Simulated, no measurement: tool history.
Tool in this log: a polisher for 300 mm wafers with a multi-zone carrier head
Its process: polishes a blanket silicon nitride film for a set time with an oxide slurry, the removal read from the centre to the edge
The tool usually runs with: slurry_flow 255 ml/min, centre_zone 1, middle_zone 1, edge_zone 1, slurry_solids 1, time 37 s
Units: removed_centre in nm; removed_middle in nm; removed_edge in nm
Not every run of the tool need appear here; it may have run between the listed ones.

run	hour	slurry_flow	centre_zone	middle_zone	edge_zone	slurry_solids	time	wafers since the last listed run	wafers polished on this pad	hours since the slurry nozzle was cleaned	hours since the centre zone pressure was calibrated	hours since the edge zone pressure was calibrated	hours since the carrier head's membrane was replaced	incoming thickness of the incoming film, nm	removed_centre	removed_middle	removed_edge
1	0	255	1	1	0.95	1	37	0	1624	408.4	117.5	1209.8	358.7	391	13	12.9	12.4
# hour 15.6: worn pad replaced by a new one
2	28.8	210	1	0.9	1.11	1	25	224	119	437.2	146.3	1238.6	387.5	406.8	8.5	7.7	8.8
3	46.1	215	1	1.07	0.88	1	37	156	276	454.5	163.6	1255.9	404.8	401	12.8	13.1	11.6
4	66.9	255	1	1	1	1	37	188	465	475.3	184.4	1276.7	425.6	392.8	13	12.7	12.9
5	80.4	255	1	1	1	1	37	122	587	488.8	197.9	1290.2	439.1	397.3	13.1	12.7	12.9
6	96	255	1	1	1	0.8	37	141	728	504.4	213.5	1305.8	454.7	397.9	11.2	10.9	11.1
# hour 102.7: edge zone pressure recalibrated
7	146	255	0.91	1	0.95	1	41	435	1164	554.4	263.5	43.3	504.7	396.3	13.1	14.2	14.1
# hour 157.1: slurry nozzle cleaned
8	168.7	255	0.96	1	1	0.9	37	196	1360	11.6	286.2	66	527.4	400.6	11.6	11.9	12
9	187.6	255	0.91	1	1	1	37	171	1532	30.5	305.1	84.9	546.3	395	11.6	12.8	13
10	207.2	255	1	1	1	1	37	177	1709	50.1	324.7	104.5	565.9	402.8	12.9	12.8	12.7
# hour 217.6: worn pad replaced by a new one
11	224.2	315	1	1	1	1	37	117	59	67.1	341.7	121.5	582.9	403.2	13.2	13	13.1
12	241	255	1	1	1	1	37	152	212	83.9	358.5	138.3	599.7	402	13	12.7	12.8
13	253.1	255	1.05	1	0.94	1.1	37	109	321	96	370.6	150.4	611.8	401.1	14.3	13.4	13.3
# hour 267.5: carrier head's membrane replaced by a new one
14	286.6	255	0.94	1	1	0.85	37	258	580	129.5	404.1	183.9	19.1	401.3	10.9	11.5	11.6
15	303.2	255	1	1	0.95	0.8	37	150	730	146.1	420.7	200.5	35.7	407.8	11	10.9	10.6
16	326	255	1	0.88	1	0.9	37	206	937	168.9	443.5	223.3	58.5	404.3	12	10.7	11.8
17	360	340	1.05	1.03	1.09	1	37	308	1245	202.9	477.5	257.3	92.5	399	14.2	13.6	13.4
18	379.6	320	1	1	1.08	1	37	177	1423	222.5	497.1	276.9	112.1	399.4	13.4	12.9	13.6
19	405.6	255	1	1	0.89	1.15	37	235	1658	248.5	523.1	302.9	138.1	398.7	13.9	13.8	13.1
# hour 411.1: worn pad replaced by a new one
20	426.4	255	1	1	1	1	37	152	138	269.3	543.9	323.7	158.9	396.9	13	12.6	12.7
21	465.4	280	1	1	1	1	37	353	492	308.3	582.9	362.7	197.9	400.1	13	13	12.5
22	495.7	190	1	1	1	1	37	274	766	338.6	613.2	393	228.2	394.9	12.3	12.4	12.1

Each row is a separate what-if for the run after 22, all from the same tool condition, not one after another. Results?
A	496.1	255	1	1	1	1	37	3	770	339	613.6	393.4	228.6	392.2	?	?	?
B	496.1	340	0.93	1	1.08	1	50	3	770	339	613.6	393.4	228.6	392.2	?	?	?
C	496.1	255	0.89	1	1	1	26	3	770	339	613.6	393.4	228.6	392.2	?	?	?
D	496.1	315	1	0.94	1.11	1	37	3	770	339	613.6	393.4	228.6	392.2	?	?	?

run	removed_centre	removed_middle	removed_edge
A	12.8	12.8	12.4
B	16.6	17.9	17.7
C	8	9	8.7
D	13.1	12.4	13.2
With no hidden state in the tool, these same runs would have given:
run	removed_centre	removed_middle	removed_edge
A	12.8	12.8	12.4
B	16.6	17.9	17.7
C	8	9	8.7
D	13.1	12.4	13.2
